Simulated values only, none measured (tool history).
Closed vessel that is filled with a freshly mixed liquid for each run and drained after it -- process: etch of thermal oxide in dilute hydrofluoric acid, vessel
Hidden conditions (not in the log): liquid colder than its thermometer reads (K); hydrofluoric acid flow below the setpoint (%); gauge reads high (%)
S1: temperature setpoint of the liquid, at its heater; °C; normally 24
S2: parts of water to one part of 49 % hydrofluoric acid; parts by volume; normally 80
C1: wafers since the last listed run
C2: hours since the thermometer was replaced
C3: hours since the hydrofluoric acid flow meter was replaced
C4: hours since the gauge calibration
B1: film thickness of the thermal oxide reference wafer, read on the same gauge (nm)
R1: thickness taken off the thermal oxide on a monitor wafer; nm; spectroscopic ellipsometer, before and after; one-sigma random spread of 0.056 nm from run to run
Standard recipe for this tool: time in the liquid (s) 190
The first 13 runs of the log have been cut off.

{"run": 14, "day": 39.758, "S1": 24, "S2": 80, "time in the liquid (s)": 190, "C1": 5908, "C2": 1434.7, "C3": 1927.1, "C4": 2690.4, "B1": 60, "R1": 10.21}
{"run": 15, "day": 41.467, "S1": 24, "S2": 80, "time in the liquid (s)": 190, "C1": 3659, "C2": 1475.7, "C3": 1968.1, "C4": 2731.4, "B1": 60, "R1": 10.19}
{"day": 43.538, "done": "hydrofluoric acid flow meter replaced"}
{"run": 16, "day": 45.812, "S1": 24, "S2": 95, "time in the liquid (s)": 260, "C1": 9220, "C2": 1580, "C3": 54.6, "C4": 2835.7, "B1": 60.02, "R1": 12.27}
{"run": 17, "day": 48.121, "S1": 21.5, "S2": 80, "time in the liquid (s)": 230, "C1": 4944, "C2": 1635.4, "C3": 110, "C4": 2891.1, "B1": 59.99, "R1": 11.69}
{"run": 18, "day": 52.092, "S1": 24, "S2": 80, "time in the liquid (s)": 190, "C1": 8506, "C2": 1730.7, "C3": 205.3, "C4": 2986.4, "B1": 60, "R1": 10.57}
{"run": 19, "day": 58.15, "S1": 24, "S2": 80, "time in the liquid (s)": 190, "C1": 12977, "C2": 1876.1, "C3": 350.7, "C4": 3131.8, "B1": 60, "R1": 10.62}
{"day": 59.071, "done": "thermometer replaced"}
{"run": 20, "day": 59.662, "S1": 19.5, "S2": 60, "time in the liquid (s)": 190, "C1": 3150, "C2": 14.2, "C3": 387, "C4": 3168.1, "B1": 60, "R1": 12.16}
{"run": 21, "day": 62.162, "S1": 19.5, "S2": 45, "time in the liquid (s)": 190, "C1": 5355, "C2": 74.2, "C3": 447, "C4": 3228.1, "B1": 59.99, "R1": 16.5}
{"run": 22, "day": 64.525, "S1": 24, "S2": 80, "time in the liquid (s)": 190, "C1": 5060, "C2": 130.9, "C3": 503.7, "C4": 3284.8, "B1": 60.01, "R1": 10.6}
{"run": 23, "day": 67.592, "S1": 24, "S2": 80, "time in the liquid (s)": 190, "C1": 6569, "C2": 204.5, "C3": 577.3, "C4": 3358.4, "B1": 60.02, "R1": 10.59}
{"day": 70.862, "done": "gauge calibrated"}
{"run": 24, "day": 71.517, "S1": 19, "S2": 80, "time in the liquid (s)": 240, "C1": 8407, "C2": 298.7, "C3": 671.5, "C4": 15.7, "B1": 60, "R1": 10.85}
{"run": 25, "day": 73.454, "S1": 24, "S2": 80, "time in the liquid (s)": 190, "C1": 4150, "C2": 345.2, "C3": 718, "C4": 62.2, "B1": 60.02, "R1": 10.68}
{"run": 26, "day": 77.075, "S1": 24, "S2": 80, "time in the liquid (s)": 305, "C1": 7756, "C2": 432.1, "C3": 804.9, "C4": 149.1, "B1": 60.01, "R1": 16.99}
{"run": 27, "day": 80.717, "S1": 24, "S2": 80, "time in the liquid (s)": 190, "C1": 7800, "C2": 519.5, "C3": 892.3, "C4": 236.5, "B1": 59.99, "R1": 10.49}
{"run": 28, "day": 83.729, "S1": 24, "S2": 80, "time in the liquid (s)": 190, "C1": 6453, "C2": 591.8, "C3": 964.6, "C4": 308.8, "B1": 60.01, "R1": 10.53}
{"run": 29, "day": 87.638, "S1": 24, "S2": 45, "time in the liquid (s)": 90, "C1": 8372, "C2": 685.6, "C3": 1058.4, "C4": 402.6, "B1": 59.99, "R1": 9.24}
{"run": 30, "day": 89.988, "S1": 28.5, "S2": 105, "time in the liquid (s)": 230, "C1": 5034, "C2": 742, "C3": 1114.8, "C4": 459, "B1": 60.02, "R1": 11.14}
{"run": 31, "day": 91.712, "S1": 26, "S2": 80, "time in the liquid (s)": 225, "C1": 3695, "C2": 783.4, "C3": 1156.2, "C4": 500.4, "B1": 60, "R1": 13.38}
{"run": 32, "day": 94.471, "S1": 24, "S2": 105, "time in the liquid (s)": 190, "C1": 5908, "C2": 849.6, "C3": 1222.4, "C4": 566.6, "B1": 60.01, "R1": 7.64}
{"run": 33, "day": 96.133, "S1": 24, "S2": 45, "time in the liquid (s)": 295, "C1": 3561, "C2": 889.5, "C3": 1262.3, "C4": 606.5, "B1": 60, "R1": 30.27}
{"run": 34, "day": 100.288, "S1": 20.5, "S2": 55, "time in the liquid (s)": 250, "C1": 8898, "C2": 989.2, "C3": 1362, "C4": 706.2, "B1": 60.01, "R1": 17.72}
{"run": 35, "day": 101.917, "S1": 20, "S2": 95, "time in the liquid (s)": 115, "C1": 3489, "C2": 1028.3, "C3": 1401.1, "C4": 745.3, "B1": 59.98, "R1": 4.41}

Below are 3 alternative next runs, each starting from the tool's condition after run 35. Predict each:
{"run": "A", "day": 101.946, "S1": 24, "S2": 80, "time in the liquid (s)": 190, "C1": 62, "C2": 1029, "C3": 1401.8, "C4": 746, "B1": "?", "R1": "?"}
{"run": "B", "day": 101.946, "S1": 19.5, "S2": 80, "time in the liquid (s)": 250, "C1": 62, "C2": 1029, "C3": 1401.8, "C4": 746, "B1": "?", "R1": "?"}
{"run": "C", "day": 101.946, "S1": 26, "S2": 80, "time in the liquid (s)": 190, "C1": 62, "C2": 1029, "C3": 1401.8, "C4": 746, "B1": "?", "R1": "?"}

run=A B1=60 R1=10.37
run=B B1=60 R1=11.35
run=C B1=60 R1=11.23
The same runs, with their run-to-run variation unchanged, on a tool lacking any hidden condition would have given:
run=A R1=10.76
run=B R1=11.78
run=C R1=11.66
